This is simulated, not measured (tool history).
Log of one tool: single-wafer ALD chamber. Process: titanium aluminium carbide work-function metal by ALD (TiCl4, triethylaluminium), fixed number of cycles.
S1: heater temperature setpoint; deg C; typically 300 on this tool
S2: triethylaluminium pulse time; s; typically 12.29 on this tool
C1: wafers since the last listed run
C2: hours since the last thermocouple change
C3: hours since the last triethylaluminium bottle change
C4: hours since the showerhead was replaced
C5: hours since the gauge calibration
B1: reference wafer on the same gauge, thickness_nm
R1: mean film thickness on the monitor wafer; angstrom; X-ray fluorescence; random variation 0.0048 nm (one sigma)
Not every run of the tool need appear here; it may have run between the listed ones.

run	hour	S1	S2	C1	C2	C3	C4	C5	B1	R1
1	0	300	12.29	0	1551.7	528.1	3187	124.5	2.009	18.51
2	12.4	300	12.29	158	1564.1	540.5	3199.4	136.9	2.009	18.41
3	19.5	300	12.29	90	1571.2	547.6	3206.5	144	2.01	18.38
4	32.8	300	12.29	169	1584.5	560.9	3219.8	157.3	2.011	18.43
5	42.7	300	12.29	126	1594.4	570.8	3229.7	167.2	2.01	18.37
6	59.4	300	12.29	213	1611.1	587.5	3246.4	183.9	2.009	18.27
7	69.2	300	12.29	125	1620.9	597.3	3256.2	193.7	2.01	18.28
# hour 78.6: showerhead replaced
8	79.1	300	12.29	24	1630.8	607.2	0.5	203.6	2.011	18.26
# hour 92: gauge calibrated
# hour 92.5: triethylaluminium bottle replaced
9	93	300	12.29	75	1644.7	0.5	14.4	1	2.01	18.93
10	103.5	300	12.29	133	1655.2	11	24.9	11.5	2.01	18.99

What will run 11 give?
11	115.2	291	14.73	149	1666.9	22.7	36.6	23.2	?	?

Logged for run 11: B1 2.01, R1 18.59 angstrom.
With the hidden condition absent and the run-to-run variation left alone, this run would have shown R1 18.61 angstrom.
